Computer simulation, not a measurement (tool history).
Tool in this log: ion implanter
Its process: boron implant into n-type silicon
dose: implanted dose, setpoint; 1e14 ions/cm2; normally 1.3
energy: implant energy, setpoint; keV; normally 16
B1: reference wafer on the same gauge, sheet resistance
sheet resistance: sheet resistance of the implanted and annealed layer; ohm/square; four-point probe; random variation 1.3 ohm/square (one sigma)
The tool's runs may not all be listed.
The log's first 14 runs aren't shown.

{"hour": 1000.7, "done": "Faraday cup replaced and dose calibrated"}
{"run": 15, "hour": 1007.1, "dose": 1.47, "energy": 16, "B1": 540.23, "sheet resistance": 577.23}
{"run": 16, "hour": 1072.1, "dose": 1.09, "energy": 17, "B1": 539.92, "sheet resistance": 721.95}
{"run": 17, "hour": 1160.4, "dose": 0.99, "energy": 11.5, "B1": 539.87, "sheet resistance": 824.62}
{"hour": 1237.1, "done": "gauge calibrated"}
{"run": 18, "hour": 1239.0, "dose": 1.62, "energy": 20, "B1": 540.12, "sheet resistance": 522.01}
{"run": 19, "hour": 1285.7, "dose": 1.57, "energy": 21.5, "B1": 539.87, "sheet resistance": 528.32}
{"run": 20, "hour": 1347.4, "dose": 1.3, "energy": 11.5, "B1": 540.27, "sheet resistance": 672.12}
{"run": 21, "hour": 1451.0, "dose": 1.3, "energy": 16, "B1": 540.18, "sheet resistance": 641.57}
{"run": 22, "hour": 1535.6, "dose": 1.16, "energy": 12.5, "B1": 540, "sheet resistance": 727.36}
{"run": 23, "hour": 1610.6, "dose": 1.03, "energy": 13, "B1": 540.04, "sheet resistance": 794.6}
{"hour": 1661.8, "done": "Faraday cup replaced and dose calibrated"}
{"run": 24, "hour": 1662.3, "dose": 1.04, "energy": 16, "B1": 540.06, "sheet resistance": 755.91}
{"run": 25, "hour": 1970.2, "dose": 1.3, "energy": 16, "B1": 539.91, "sheet resistance": 637.43}
{"run": 26, "hour": 2014.8, "dose": 1.3, "energy": 16, "B1": 540.05, "sheet resistance": 639.12}
{"run": 27, "hour": 2097.1, "dose": 1.42, "energy": 21, "B1": 539.69, "sheet resistance": 576.52}
{"run": 28, "hour": 2170.6, "dose": 1.41, "energy": 19, "B1": 539.86, "sheet resistance": 586.22}
{"run": 29, "hour": 2243.2, "dose": 1.18, "energy": 20.5, "B1": 539.97, "sheet resistance": 666.28}
{"hour": 2301.0, "done": "Faraday cup replaced and dose calibrated"}
{"run": 30, "hour": 2302.0, "dose": 1.57, "energy": 14, "B1": 539.93, "sheet resistance": 560.6}
{"run": 31, "hour": 2351.8, "dose": 1.3, "energy": 16, "B1": 539.97, "sheet resistance": 634.86}
{"run": 32, "hour": 2570.0, "dose": 1.3, "energy": 16, "B1": 540.01, "sheet resistance": 634.59}

3 ways to go on from here, each from the tool as it stands after run 32. What would each give?
{"run": "A", "hour": 2570.4, "dose": 1.3, "energy": 20.5, "B1": "?", "sheet resistance": "?"}
{"run": "B", "hour": 2570.4, "dose": 1.3, "energy": 18, "B1": "?", "sheet resistance": "?"}
{"run": "C", "hour": 2570.4, "dose": 1.3, "energy": 18.5, "B1": "?", "sheet resistance": "?"}

run=A B1=539.89 sheet_resistance=613.52
run=B B1=539.89 sheet_resistance=626.41
run=C B1=539.89 sheet_resistance=623.73
Stripped of hidden state, with their random variation kept, the same runs would have yielded:
run=A sheet_resistance=612.38
run=B sheet_resistance=625.23
run=C sheet_resistance=622.55
